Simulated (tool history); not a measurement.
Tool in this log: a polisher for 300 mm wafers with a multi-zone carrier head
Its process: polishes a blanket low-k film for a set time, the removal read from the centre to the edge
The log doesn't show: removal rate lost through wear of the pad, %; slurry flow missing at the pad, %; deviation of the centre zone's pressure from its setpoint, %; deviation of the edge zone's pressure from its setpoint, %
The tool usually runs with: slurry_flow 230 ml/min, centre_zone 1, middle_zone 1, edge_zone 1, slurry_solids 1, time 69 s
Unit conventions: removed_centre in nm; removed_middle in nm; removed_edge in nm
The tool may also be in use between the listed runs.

run	day	slurry_flow	centre_zone	middle_zone	edge_zone	slurry_solids	time	wafers since the last listed run	wafers polished on this pad	hours since the slurry nozzle was cleaned	hours since the centre zone pressure was calibrated	hours since the edge zone pressure was calibrated	hours since the carrier head's membrane was replaced	incoming thickness of the incoming film, nm	removed_centre	removed_middle	removed_edge
1	0	230	1	1	1	0.9	69	0	457	112.5	697.6	195.1	200.9	785.9	18.9	19.9	19.8
2	2.842	230	1	1	1	0.9	69	736	1194	180.7	765.8	263.3	269.1	777.8	18.2	19.8	19.2
3	5.904	230	1	1	1	0.9	69	793	1988	254.2	839.3	336.8	342.6	778	18.3	19.8	19.7
4	10.183	230	1	1	1	1	69	1109	3097	356.9	942	439.5	445.3	798	18.7	20.6	20.9
# day 13.408: centre zone pressure recalibrated
# day 13.504: worn pad replaced by a new one
5	13.525	230	1	1	1	1	69	819	5	437.1	2.8	519.7	525.5	785.4	21	20.8	20.7
6	14.921	230	1	1	1	1	69	361	367	470.6	36.3	553.2	559	773.8	21.2	20.4	20.9
7	18.35	230	1	1	1	1	69	888	1256	552.9	118.6	635.5	641.3	785.6	20.8	20.6	20.8
# day 18.9: edge zone pressure recalibrated
8	21.562	230	1	1	1	1	69	811	2067	630	195.7	63.9	718.4	779.2	21.2	20.9	20.3
9	24.05	230	1	1	1	1	69	644	2712	689.7	255.4	123.6	778.1	784.2	21	20.7	20.8
10	27.204	230	1	1	1	1.25	69	817	3530	765.4	331.1	199.3	853.8	782.8	22.4	22.2	21.6
# day 29.367: worn pad replaced by a new one
# day 30.233: slurry nozzle cleaned
11	30.767	230	1	1.08	1	1	69	869	351	12.8	416.6	284.8	939.3	783.5	20.8	21.9	20.7
# day 34.596: carrier head's membrane replaced by a new one
12	34.767	230	1	1	1	0.9	69	982	1334	108.8	512.6	380.8	4.1	789.1	19.6	19.6	19.7
13	38.9	230	1	1	1	0.9	69	1071	2406	208	611.8	480	103.3	778.4	19.1	20	19.6
14	41.529	230	1	0.91	1	1	69	681	3087	271.1	674.9	543.1	166.4	787.5	19.6	19	20.7
# day 45.346: worn pad replaced by a new one
15	45.367	300	0.88	1.12	1	0.8	69	951	5	363.2	767	635.2	258.5	792.9	16.3	21.6	19.3
16	48.262	295	1	1	1	1.25	69	750	756	432.7	836.5	704.7	328	775.4	21.4	23.3	23.3
# day 50.446: edge zone pressure recalibrated
17	51.754	230	1	1	1	1	69	883	1639	516.5	920.3	31.4	411.8	781.8	18.9	20.5	20.5

What will run 18 give?
18	53.712	230	0.91	1	1.07	1	69	507	2147	563.5	967.3	78.4	458.8	786.9	?	?	?

Run 18 produced removed_centre 17 nm, removed_middle 20.6 nm, removed_edge 21.1 nm.
If the tool had no hidden condition, the same run with the same run-to-run variation would have returned removed_centre 18.8 nm, removed_middle 20.6 nm, removed_edge 21.1 nm.

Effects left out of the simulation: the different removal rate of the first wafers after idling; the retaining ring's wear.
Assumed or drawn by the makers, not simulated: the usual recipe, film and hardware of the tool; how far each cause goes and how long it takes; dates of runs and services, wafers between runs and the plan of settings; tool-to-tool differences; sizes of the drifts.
